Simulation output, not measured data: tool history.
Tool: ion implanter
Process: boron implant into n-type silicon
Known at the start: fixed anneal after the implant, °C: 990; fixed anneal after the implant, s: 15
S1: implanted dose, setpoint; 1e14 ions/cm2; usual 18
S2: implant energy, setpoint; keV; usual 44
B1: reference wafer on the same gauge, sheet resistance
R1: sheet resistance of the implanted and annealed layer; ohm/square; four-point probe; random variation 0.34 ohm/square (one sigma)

run 1 hour=0 | S1=18 S2=32 | B1=65.49 | R1=82.78
run 2 hour=90.1 | S1=18 S2=32 | B1=65.49 | R1=82.85
run 3 hour=170.9 | S1=18 S2=44 | B1=65.55 | R1=81.34
run 4 hour=214.8 | S1=18 S2=44 | B1=65.45 | R1=80.86
run 5 hour=299.8 | S1=18 S2=44 | B1=65.54 | R1=80.81
run 6 hour=402.6 | S1=18 S2=44 | B1=65.53 | R1=81.3
run 7 hour=460.7 | S1=18 S2=44 | B1=65.48 | R1=80.8
-- hour=476.4 gauge calibrated
run 8 hour=559.9 | S1=18 S2=44 | B1=65.55 | R1=81.47
-- hour=633.8 Faraday cup replaced and dose calibrated
run 9 hour=634.3 | S1=15.2 S2=59 | B1=65.47 | R1=88.24
run 10 hour=667.6 | S1=13.07 S2=59 | B1=65.55 | R1=100.03
run 11 hour=714 | S1=23.39 S2=37 | B1=65.44 | R1=67.45
-- hour=727.7 extraction supply calibrated
run 12 hour=815.1 | S1=12.84 S2=44 | B1=65.45 | R1=101.3
run 13 hour=912.2 | S1=18 S2=44 | B1=65.49 | R1=78.99
run 14 hour=993 | S1=21.98 S2=59 | B1=65.49 | R1=68.46
run 15 hour=1048 | S1=21.13 S2=29 | B1=65.46 | R1=75
run 16 hour=1095.5 | S1=16.05 S2=29 | B1=65.53 | R1=89.66

Some steps in R1 between neighbouring runs. How much of each would the tool show without its hidden state too (settings, what came in, random variation), and how much is left for the hidden state, with any gauge scatter that isn't in both results?
The hidden state here: deviation of the true dose from the Faraday cup's reading, %; deviation of the true energy from its setpoint, %; gauge reads high (%).
Run 8 -> 9: S1 18 -> 15.2, S2 44 -> 59, Faraday cup replaced and dose calibrated. R1 +6.77 ohm/square: hidden state -2.84, all else +9.61.
Run 11 -> 12: S1 23.39 -> 12.84, S2 37 -> 44, extraction supply calibrated. R1 +33.85 ohm/square: hidden state +0.97, all else +32.88.
